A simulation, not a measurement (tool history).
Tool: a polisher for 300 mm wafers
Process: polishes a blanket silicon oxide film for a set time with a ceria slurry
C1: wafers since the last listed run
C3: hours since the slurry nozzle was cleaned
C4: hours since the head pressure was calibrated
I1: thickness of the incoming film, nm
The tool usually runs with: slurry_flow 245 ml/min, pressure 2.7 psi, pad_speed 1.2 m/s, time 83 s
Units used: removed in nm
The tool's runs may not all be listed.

{"run": 1, "hour": 0.0, "slurry_flow": 245, "pressure": 2.7, "pad_speed": 1.2, "time": 70, "C1": 0, "wafers polished on this pad": 2811, "C3": 478.5, "C4": 502.7, "I1": 1203.9, "removed": 333.3}
{"hour": 21.1, "done": "slurry nozzle cleaned"}
{"hour": 30.4, "done": "worn pad replaced by a new one"}
{"run": 2, "hour": 99.4, "slurry_flow": 245, "pressure": 2.7, "pad_speed": 1.2, "time": 70, "C1": 866, "wafers polished on this pad": 633, "C3": 78.3, "C4": 602.1, "I1": 1208.1, "removed": 350.6}
{"run": 3, "hour": 170.4, "slurry_flow": 245, "pressure": 2.7, "pad_speed": 1.2, "time": 83, "C1": 651, "wafers polished on this pad": 1285, "C3": 149.3, "C4": 673.1, "I1": 1226.5, "removed": 411.2}
{"run": 4, "hour": 208.6, "slurry_flow": 245, "pressure": 2.7, "pad_speed": 1.2, "time": 83, "C1": 350, "wafers polished on this pad": 1636, "C3": 187.5, "C4": 711.3, "I1": 1208.1, "removed": 408.2}
{"run": 5, "hour": 289.4, "slurry_flow": 245, "pressure": 2.7, "pad_speed": 1.2, "time": 83, "C1": 741, "wafers polished on this pad": 2378, "C3": 268.3, "C4": 792.1, "I1": 1224.3, "removed": 405.6}
{"hour": 368.4, "done": "worn pad replaced by a new one"}
{"run": 6, "hour": 395.0, "slurry_flow": 245, "pressure": 2.7, "pad_speed": 1.2, "time": 83, "C1": 932, "wafers polished on this pad": 244, "C3": 373.9, "C4": 897.7, "I1": 1231.2, "removed": 384.6}
{"run": 7, "hour": 463.4, "slurry_flow": 245, "pressure": 2.7, "pad_speed": 1.2, "time": 83, "C1": 628, "wafers polished on this pad": 872, "C3": 442.3, "C4": 966.1, "I1": 1236.9, "removed": 376.6}
{"run": 8, "hour": 510.5, "slurry_flow": 245, "pressure": 2.7, "pad_speed": 1.4, "time": 90, "C1": 432, "wafers polished on this pad": 1304, "C3": 489.4, "C4": 1013.2, "I1": 1243.2, "removed": 450.3}
{"hour": 531.9, "done": "slurry nozzle cleaned"}
{"run": 9, "hour": 547.1, "slurry_flow": 245, "pressure": 2.2, "pad_speed": 1.2, "time": 83, "C1": 326, "wafers polished on this pad": 1631, "C3": 15.2, "C4": 1049.8, "I1": 1232, "removed": 291.3}
{"run": 10, "hour": 593.2, "slurry_flow": 245, "pressure": 2.2, "pad_speed": 1.2, "time": 83, "C1": 423, "wafers polished on this pad": 2054, "C3": 61.3, "C4": 1095.9, "I1": 1238.7, "removed": 298}
{"run": 11, "hour": 632.1, "slurry_flow": 245, "pressure": 2.2, "pad_speed": 1.2, "time": 83, "C1": 357, "wafers polished on this pad": 2412, "C3": 100.2, "C4": 1134.8, "I1": 1213.4, "removed": 291.4}
{"run": 12, "hour": 672.2, "slurry_flow": 225, "pressure": 2.7, "pad_speed": 1.2, "time": 83, "C1": 368, "wafers polished on this pad": 2780, "C3": 140.3, "C4": 1174.9, "I1": 1250.8, "removed": 354.7}
{"hour": 704.5, "done": "worn pad replaced by a new one, repeated, since the last time left the tool worse"}
{"run": 13, "hour": 763.6, "slurry_flow": 225, "pressure": 2.7, "pad_speed": 1.2, "time": 83, "C1": 802, "wafers polished on this pad": 542, "C3": 231.7, "C4": 1266.3, "I1": 1213.4, "removed": 417.6}
{"hour": 787.1, "done": "head pressure recalibrated"}
{"run": 14, "hour": 854.4, "slurry_flow": 225, "pressure": 2.7, "pad_speed": 1.2, "time": 83, "C1": 815, "wafers polished on this pad": 1357, "C3": 322.5, "C4": 67.3, "I1": 1244.8, "removed": 395.6}
{"run": 15, "hour": 982.0, "slurry_flow": 245, "pressure": 2.3, "pad_speed": 1.2, "time": 70, "C1": 1171, "wafers polished on this pad": 2529, "C3": 450.1, "C4": 194.9, "I1": 1215.4, "removed": 286.2}
{"run": 16, "hour": 1028.4, "slurry_flow": 245, "pressure": 2.7, "pad_speed": 1.2, "time": 83, "C1": 426, "wafers polished on this pad": 2955, "C3": 496.5, "C4": 241.3, "I1": 1226.3, "removed": 397.1}
{"hour": 1033.1, "done": "slurry nozzle cleaned"}
{"hour": 1033.5, "done": "worn pad replaced by a new one"}
{"run": 17, "hour": 1106.8, "slurry_flow": 300, "pressure": 2.7, "pad_speed": 1.2, "time": 58, "C1": 707, "wafers polished on this pad": 673, "C3": 73.7, "C4": 319.7, "I1": 1219.4, "removed": 284.1}
{"run": 18, "hour": 1201.0, "slurry_flow": 245, "pressure": 2.1, "pad_speed": 1.2, "time": 60, "C1": 864, "wafers polished on this pad": 1538, "C3": 167.9, "C4": 413.9, "I1": 1234.4, "removed": 223.7}
{"run": 19, "hour": 1295.9, "slurry_flow": 300, "pressure": 2.7, "pad_speed": 1.2, "time": 58, "C1": 871, "wafers polished on this pad": 2409, "C3": 262.8, "C4": 508.8, "I1": 1233.8, "removed": 280.7}
{"run": 20, "hour": 1385.7, "slurry_flow": 245, "pressure": 2.1, "pad_speed": 1.2, "time": 83, "C1": 824, "wafers polished on this pad": 3234, "C3": 352.6, "C4": 598.6, "I1": 1246.6, "removed": 296.8}
{"hour": 1395.8, "done": "worn pad replaced by a new one"}
{"hour": 1443.4, "done": "slurry nozzle cleaned"}
{"run": 21, "hour": 1471.2, "slurry_flow": 245, "pressure": 2.7, "pad_speed": 1.36, "time": 83, "C1": 739, "wafers polished on this pad": 683, "C3": 27.8, "C4": 684.1, "I1": 1216, "removed": 459.8}
{"run": 22, "hour": 1541.2, "slurry_flow": 245, "pressure": 3.5, "pad_speed": 0.82, "time": 103, "C1": 642, "wafers polished on this pad": 1326, "C3": 97.8, "C4": 754.1, "I1": 1221.9, "removed": 515.1}
{"run": 23, "hour": 1593.3, "slurry_flow": 170, "pressure": 3.1, "pad_speed": 0.94, "time": 56, "C1": 478, "wafers polished on this pad": 1804, "C3": 149.9, "C4": 806.2, "I1": 1246.5, "removed": 261.8}
{"run": 24, "hour": 1656.9, "slurry_flow": 245, "pressure": 2.7, "pad_speed": 1.1, "time": 56, "C1": 583, "wafers polished on this pad": 2388, "C3": 213.5, "C4": 869.8, "I1": 1247.3, "removed": 255.6}
{"run": 25, "hour": 1711.8, "slurry_flow": 245, "pressure": 2.7, "pad_speed": 1.2, "time": 83, "C1": 504, "wafers polished on this pad": 2892, "C3": 268.4, "C4": 924.7, "I1": 1203.4, "removed": 399.8}
{"hour": 1786.5, "done": "worn pad replaced by a new one"}
{"run": 26, "hour": 1793.5, "slurry_flow": 245, "pressure": 2.7, "pad_speed": 1.2, "time": 72, "C1": 713, "wafers polished on this pad": 64, "C3": 350.1, "C4": 1006.4, "I1": 1217.7, "removed": 362.3}
{"run": 27, "hour": 1860.1, "slurry_flow": 205, "pressure": 1.9, "pad_speed": 0.98, "time": 96, "C1": 611, "wafers polished on this pad": 675, "C3": 416.7, "C4": 1073, "I1": 1214.4, "removed": 287.1}
{"hour": 1892.4, "done": "slurry nozzle cleaned"}
{"run": 28, "hour": 1905.5, "slurry_flow": 270, "pressure": 3.2, "pad_speed": 0.9, "time": 73, "C1": 407, "wafers polished on this pad": 1083, "C3": 13.1, "C4": 1118.4, "I1": 1237.6, "removed": 359.4}

Consider 5 possible next runs. They are alternatives, not a sequence: every one starts from the tool as it was left by run 28. What does each give?
{"run": "A", "hour": 1905.9, "slurry_flow": 245, "pressure": 1.9, "pad_speed": 1.2, "time": 83, "C1": 3, "wafers polished on this pad": 1087, "C3": 13.5, "C4": 1118.8, "I1": 1235.3, "removed": "?"}
{"run": "B", "hour": 1905.9, "slurry_flow": 245, "pressure": 2.4, "pad_speed": 1.2, "time": 83, "C1": 3, "wafers polished on this pad": 1087, "C3": 13.5, "C4": 1118.8, "I1": 1235.3, "removed": "?"}
{"run": "C", "hour": 1905.9, "slurry_flow": 245, "pressure": 3.4, "pad_speed": 1.2, "time": 83, "C1": 3, "wafers polished on this pad": 1087, "C3": 13.5, "C4": 1118.8, "I1": 1235.3, "removed": "?"}
{"run": "D", "hour": 1905.9, "slurry_flow": 310, "pressure": 2.7, "pad_speed": 1.06, "time": 83, "C1": 3, "wafers polished on this pad": 1087, "C3": 13.5, "C4": 1118.8, "I1": 1235.3, "removed": "?"}
{"run": "E", "hour": 1905.9, "slurry_flow": 310, "pressure": 2.7, "pad_speed": 1.2, "time": 83, "C1": 3, "wafers polished on this pad": 1087, "C3": 13.5, "C4": 1118.8, "I1": 1235.3, "removed": "?"}

run=A removed=286.6
run=B removed=362
run=C removed=512.8
run=D removed=382.2
run=E removed=415.4
Take away the tool's hidden state, keep each run's random variation, and the runs would have read:
run=A removed=295.8
run=B removed=373.7
run=C removed=529.3
run=D removed=394.6
run=E removed=428.8

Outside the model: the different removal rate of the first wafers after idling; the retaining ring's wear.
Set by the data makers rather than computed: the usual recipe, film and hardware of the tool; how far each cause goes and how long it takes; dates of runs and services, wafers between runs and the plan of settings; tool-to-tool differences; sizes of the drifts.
